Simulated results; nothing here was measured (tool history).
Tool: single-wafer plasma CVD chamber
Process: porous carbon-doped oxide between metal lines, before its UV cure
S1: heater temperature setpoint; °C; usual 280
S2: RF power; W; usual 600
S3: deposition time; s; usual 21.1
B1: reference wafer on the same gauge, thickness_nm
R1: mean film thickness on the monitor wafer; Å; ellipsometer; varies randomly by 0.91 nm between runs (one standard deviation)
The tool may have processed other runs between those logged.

Run 1, hour 0: usual settings but S2 515 W; B1 157.34. Result: R1 1446.31 Å.
Run 2, hour 35.5: usual settings but S2 515 W; B1 157.43. Result: R1 1423.29 Å.
Run 3, hour 64.7: usual settings; B1 157.209. Result: R1 1592.2 Å.
Run 4, hour 100: usual settings; B1 156.766. Result: R1 1589.36 Å.
Run 5, hour 124.3: usual settings; B1 156.718. Result: R1 1584.68 Å.
Run 6, hour 156.8: usual settings; B1 157.009. Result: R1 1587.86 Å.
Run 7, hour 177.5: usual settings but S1 286 °C, S3 18.8 s; B1 157.029. Result: R1 1350.24 Å.
Run 8, hour 279.7: usual settings but S1 286 °C, S3 18.8 s; B1 157.216. Result: R1 1349.25 Å.
At hour 295: gauge calibrated.
Run 9, hour 309.1: usual settings but S1 286 °C, S3 18.8 s; B1 157.075. Result: R1 1345.48 Å.
Run 10, hour 334.8: usual settings; B1 157.075. Result: R1 1558.36 Å.
Run 11, hour 363: usual settings; B1 156.97. Result: R1 1558.03 Å.
Run 12, hour 422.6: usual settings; B1 157.475. Result: R1 1549.5 Å.
Run 13, hour 448: usual settings but S2 520 W, S3 22.4 s; B1 157.064. Result: R1 1475.98 Å.
At hour 465.1: showerhead replaced.
At hour 470.8: thermocouple changed; heater temperature recalibrated.
At hour 500.2: RF generator calibrated.
Run 14, hour 500.7: usual settings but S2 520 W, S3 22.4 s; B1 156.452. Result: R1 1541.26 Å.
Run 15, hour 511.1: usual settings; B1 156.9. Result: R1 1607.3 Å.
Run 16, hour 541.6: usual settings but S1 293 °C, S3 23.9 s; B1 157.106. Result: R1 1698.45 Å.
Run 17, hour 557.7: usual settings but S2 520 W, S3 22.4 s; B1 156.853. Result: R1 1534.66 Å.
Run 18, hour 571.2: usual settings; B1 157.157. Result: R1 1607.85 Å.
Run 19, hour 609.4: usual settings but S1 287 °C, S2 655 W, S3 25.2 s; B1 156.942. Result: R1 1977.43 Å.
Run 20, hour 630.7: usual settings but S1 272 °C, S2 670 W, S3 18.8 s; B1 157.188. Result: R1 1651.24 Å.
Run 21, hour 651: usual settings but S1 289 °C, S3 19 s; B1 157.074. Result: R1 1378.45 Å.
Run 22, hour 664.6: usual settings but S1 288 °C, S3 17.2 s; B1 157.255. Result: R1 1266.92 Å.
Run 23, hour 684.7: usual settings but S2 520 W; B1 157.11. Result: R1 1474.64 Å.
Run 24, hour 719.2: usual settings but S2 520 W, S3 22.4 s; B1 157.347. Result: R1 1549.02 Å.
Run 25, hour 733.9: usual settings but S2 710 W; B1 156.774. Result: R1 1813.09 Å.
Run 26, hour 769.3: usual settings but S1 292 °C, S2 515 W, S3 22.7 s; B1 157.245. Result: R1 1438.05 Å.
Run 27, hour 801.4: usual settings but S3 18.5 s; B1 157.349. Result: R1 1412.98 Å.
Run 28, hour 826.2: usual settings but S3 19.9 s; B1 156.882. Result: R1 1520.42 Å.
Run 29, hour 860.8: usual settings but S2 535 W; B1 156.97. Result: R1 1466.32 Å.
Run 30, hour 891.6: usual settings but S2 530 W; B1 156.398. Result: R1 1473.97 Å.
At hour 892.9: gauge calibrated.
Run 31, hour 907.8: usual settings but S1 287 °C; B1 157.338. Result: R1 1536.27 Å.
Run 32, hour 923.5: usual settings but S1 267 °C; B1 156.787. Result: R1 1740.63 Å.
Run 33, hour 958.9: usual settings but S1 285 °C, S2 645 W, S3 23.1 s; B1 156.982. Result: R1 1785.78 Å.
Run 34, hour 987.5: usual settings but S1 295 °C; B1 156.484. Result: R1 1442.69 Å.
Run 35, hour 1002.6: usual settings but S1 291 °C, S2 635 W, S3 24.3 s; B1 157.109. Result: R1 1776.09 Å.

What if the next run were any one of these 3? Each begins from the tool's condition after run 35:
Run A, hour 1003: usual settings; B1 ?. Result: R1 ?.
Run B, hour 1003: usual settings but S1 292 °C, S3 18.6 s; B1 ?. Result: R1 ?.
Run C, hour 1003: usual settings but S3 17.7 s; B1 ?. Result: R1 ?.

run       B1       R1
  A  157.235  1587.44
  B  157.235  1299.82
  C  157.235  1339.89
With the hidden condition removed and each run's random variation left untouched, the same runs would have given:
run       R1
  A  1614.97
  B  1322.35
  C  1363.12
